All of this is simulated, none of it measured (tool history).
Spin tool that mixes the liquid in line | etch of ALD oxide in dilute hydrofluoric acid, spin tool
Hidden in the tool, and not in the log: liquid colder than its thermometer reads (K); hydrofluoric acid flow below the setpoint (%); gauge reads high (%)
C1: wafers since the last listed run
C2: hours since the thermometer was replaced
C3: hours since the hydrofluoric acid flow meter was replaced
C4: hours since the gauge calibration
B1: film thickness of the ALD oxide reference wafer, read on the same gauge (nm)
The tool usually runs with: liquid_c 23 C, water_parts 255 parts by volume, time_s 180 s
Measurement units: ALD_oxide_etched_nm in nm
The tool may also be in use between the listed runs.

Run 1, hour 0: usual settings but liquid_c 26.5 C, water_parts 200 parts by volume; C1 0; C2 884.1; C3 1208.5; C4 670.7; B1 30. Result: ALD_oxide_etched_nm 21.13 nm.
Run 2, hour 39.6: usual settings; C1 313; C2 923.7; C3 1248.1; C4 710.3; B1 29.98. Result: ALD_oxide_etched_nm 13.79 nm.
Run 3, hour 101.1: usual settings; C1 486; C2 985.2; C3 1309.6; C4 771.8; B1 29.97. Result: ALD_oxide_etched_nm 13.78 nm.
Run 4, hour 134.4: usual settings; C1 263; C2 1018.5; C3 1342.9; C4 805.1; B1 30. Result: ALD_oxide_etched_nm 13.73 nm.
Run 5, hour 170.9: usual settings; C1 288; C2 1055; C3 1379.4; C4 841.6; B1 29.94. Result: ALD_oxide_etched_nm 13.77 nm.
Run 6, hour 205.2: usual settings; C1 271; C2 1089.3; C3 1413.7; C4 875.9; B1 29.99. Result: ALD_oxide_etched_nm 13.74 nm.
Run 7, hour 232.8: usual settings; C1 218; C2 1116.9; C3 1441.3; C4 903.5; B1 30.01. Result: ALD_oxide_etched_nm 13.76 nm.
Run 8, hour 263.3: usual settings but liquid_c 20 C, water_parts 160 parts by volume; C1 241; C2 1147.4; C3 1471.8; C4 934; B1 30.04. Result: ALD_oxide_etched_nm 21.46 nm.
Run 9, hour 313.6: usual settings but liquid_c 20 C, water_parts 160 parts by volume; C1 398; C2 1197.7; C3 1522.1; C4 984.3; B1 30. Result: ALD_oxide_etched_nm 21.47 nm.
At hour 356.5: gauge calibrated.
Run 10, hour 356.8: usual settings; C1 341; C2 1240.9; C3 1565.3; C4 0.3; B1 30.06. Result: ALD_oxide_etched_nm 13.66 nm.
Run 11, hour 407: usual settings; C1 397; C2 1291.1; C3 1615.5; C4 50.5; B1 29.98. Result: ALD_oxide_etched_nm 13.65 nm.
Run 12, hour 431.2: usual settings but water_parts 150 parts by volume, time_s 75 s; C1 191; C2 1315.3; C3 1639.7; C4 74.7; B1 29.94. Result: ALD_oxide_etched_nm 10.82 nm.
Run 13, hour 482.3: usual settings; C1 404; C2 1366.4; C3 1690.8; C4 125.8; B1 29.95. Result: ALD_oxide_etched_nm 13.7 nm.
Run 14, hour 552.2: usual settings but liquid_c 27 C, water_parts 145 parts by volume, time_s 95 s; C1 553; C2 1436.3; C3 1760.7; C4 195.7; B1 30.02. Result: ALD_oxide_etched_nm 16.57 nm.
At hour 560.4: thermometer replaced.
Run 15, hour 611.1: usual settings but liquid_c 24.5 C, water_parts 220 parts by volume, time_s 105 s; C1 458; C2 50.7; C3 1819.6; C4 254.6; B1 29.97. Result: ALD_oxide_etched_nm 10.33 nm.
Run 16, hour 646: usual settings but time_s 80 s; C1 276; C2 85.6; C3 1854.5; C4 289.5; B1 30.07. Result: ALD_oxide_etched_nm 6.18 nm.
At hour 670.1: hydrofluoric acid flow meter replaced.
Run 17, hour 778.5: usual settings; C1 1040; C2 218.1; C3 108.4; C4 422; B1 30. Result: ALD_oxide_etched_nm 13.85 nm.
Run 18, hour 826.7: usual settings but water_parts 150 parts by volume, time_s 245 s; C1 381; C2 266.3; C3 156.6; C4 470.2; B1 29.98. Result: ALD_oxide_etched_nm 35.86 nm.
Run 19, hour 865.9: usual settings but liquid_c 21 C, water_parts 170 parts by volume; C1 310; C2 305.5; C3 195.8; C4 509.4; B1 29.99. Result: ALD_oxide_etched_nm 21.14 nm.
Run 20, hour 923.3: usual settings but liquid_c 25.5 C, water_parts 215 parts by volume, time_s 85 s; C1 454; C2 362.9; C3 253.2; C4 566.8; B1 30. Result: ALD_oxide_etched_nm 8.89 nm.
Run 21, hour 979.6: usual settings but liquid_c 25.5 C, time_s 75 s; C1 445; C2 419.2; C3 309.5; C4 623.1; B1 29.96. Result: ALD_oxide_etched_nm 6.32 nm.
Run 22, hour 1140.1: usual settings but liquid_c 19 C; C1 1270; C2 579.7; C3 470; C4 783.6; B1 29.97. Result: ALD_oxide_etched_nm 11.9 nm.

3 options for the next run, each taken on its own from the tool as it stands now. Forecast them:
Run A, hour 1140.6: usual settings but time_s 280 s; C1 3; C2 580.2; C3 470.5; C4 784.1; B1 ?. Result: ALD_oxide_etched_nm ?.
Run B, hour 1140.6: usual settings but liquid_c 19 C, water_parts 220 parts by volume; C1 3; C2 580.2; C3 470.5; C4 784.1; B1 ?. Result: ALD_oxide_etched_nm ?.
Run C, hour 1140.6: usual settings but liquid_c 27.5 C, water_parts 205 parts by volume, time_s 250 s; C1 3; C2 580.2; C3 470.5; C4 784.1; B1 ?. Result: ALD_oxide_etched_nm ?.

run     B1  ALD_oxide_etched_nm
  A  30.01                21.49
  B  30.01                14.25
  C  30.01                29.58
The same runs, with their run-to-run variation unchanged, on a tool lacking any hidden condition would have given:
run  ALD_oxide_etched_nm
  A                21.83
  B                14.49
  C                30.04
